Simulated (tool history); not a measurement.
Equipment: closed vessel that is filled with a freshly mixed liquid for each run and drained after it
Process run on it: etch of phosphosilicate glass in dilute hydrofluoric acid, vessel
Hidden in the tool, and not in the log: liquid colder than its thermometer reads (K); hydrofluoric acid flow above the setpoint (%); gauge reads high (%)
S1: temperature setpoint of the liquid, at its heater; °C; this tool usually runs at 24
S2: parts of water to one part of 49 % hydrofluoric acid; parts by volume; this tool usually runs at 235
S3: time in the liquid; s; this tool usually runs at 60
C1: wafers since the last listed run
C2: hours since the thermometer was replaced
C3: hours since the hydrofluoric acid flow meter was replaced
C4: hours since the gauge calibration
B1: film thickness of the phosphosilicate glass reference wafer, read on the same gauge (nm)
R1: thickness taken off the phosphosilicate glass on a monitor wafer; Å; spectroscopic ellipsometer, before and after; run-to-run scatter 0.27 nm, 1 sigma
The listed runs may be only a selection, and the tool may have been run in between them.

run    hour    S1   S2  S3     C1      C2     C3      C4     B1      R1
  1       0    24  175  60      0  2486.8   23.7   354.4  70.02   414.6
  2    88.7    24  175  60   8668  2575.5  112.4   443.1  70.01   413.6
  3   192.8    24  175  60  10173  2679.6  216.5   547.2  70.04     425
  4   229.7    24  235  60   3606  2716.5  253.4   584.1  70.02   287.8
  5   309.4    24  235  60   7788  2796.2  333.1   663.8  70.04   291.6
  6   371.6    24  235  60   6078  2858.4  395.3     726  69.97   292.7
  7   462.4    24  235  60   8873  2949.2  486.1   816.8  69.95   288.6
  8   536.1    24  235  60   7202  3022.9  559.8   890.5  70.02   290.7
        557  -- thermometer replaced
  9   616.5  25.5  235  60   7759    59.5  640.2   970.9  70.02   306.3
 10   693.2    28  125  95   7495   136.2  716.9  1047.6  69.99  1152.2
 11   777.4    24  160  35   8228   220.4  801.1  1131.8  69.99   267.9
 12   834.6    24  165  75   5590   277.6  858.3    1189  70.02   557.4
      894.6  -- gauge calibrated
 13   897.8    24  235  60   6176   340.8  921.5     3.2  70.01   290.6
      901.9  -- hydrofluoric acid flow meter replaced
 14   958.7    24  235  50   5853   401.7   56.8    64.1  70.01   239.8
 15  1033.8    24  265  95   7339   476.8  131.9   139.2  70.02   396.6
 16  1128.6    20  325  60   9264   571.6  226.7     234     70   165.6
 17  1199.2    24  235  60   6899   642.2  297.3   304.6  70.02     288
 18  1262.3    24  235  60   6166   705.3  360.4   367.7  70.02   290.9
 19  1456.6    24  235  60  18988   899.6  554.7     562  70.02   294.5

Branching from run 19: 5 alternative next runs. What would each branch give?
  A  1457.3  24  235  60  68  900.3  555.4  562.7   ?   ?
  B  1457.3  24  180  30  68  900.3  555.4  562.7   ?   ?
  C  1457.3  27  325  90  68  900.3  555.4  562.7   ?   ?
  D  1457.3  24  125  45  68  900.3  555.4  562.7   ?   ?
  E  1457.3  20  235  60  68  900.3  555.4  562.7   ?   ?

run     B1     R1
  A  70.01  287.7
  B  70.01  199.1
  C  70.01  315.6
  D  70.01    458
  E  70.01  248.1
Without the tool's hidden state the same runs would have given:
run     R1
  A  287.7
  B  199.1
  C  315.6
  D    458
  E  248.1

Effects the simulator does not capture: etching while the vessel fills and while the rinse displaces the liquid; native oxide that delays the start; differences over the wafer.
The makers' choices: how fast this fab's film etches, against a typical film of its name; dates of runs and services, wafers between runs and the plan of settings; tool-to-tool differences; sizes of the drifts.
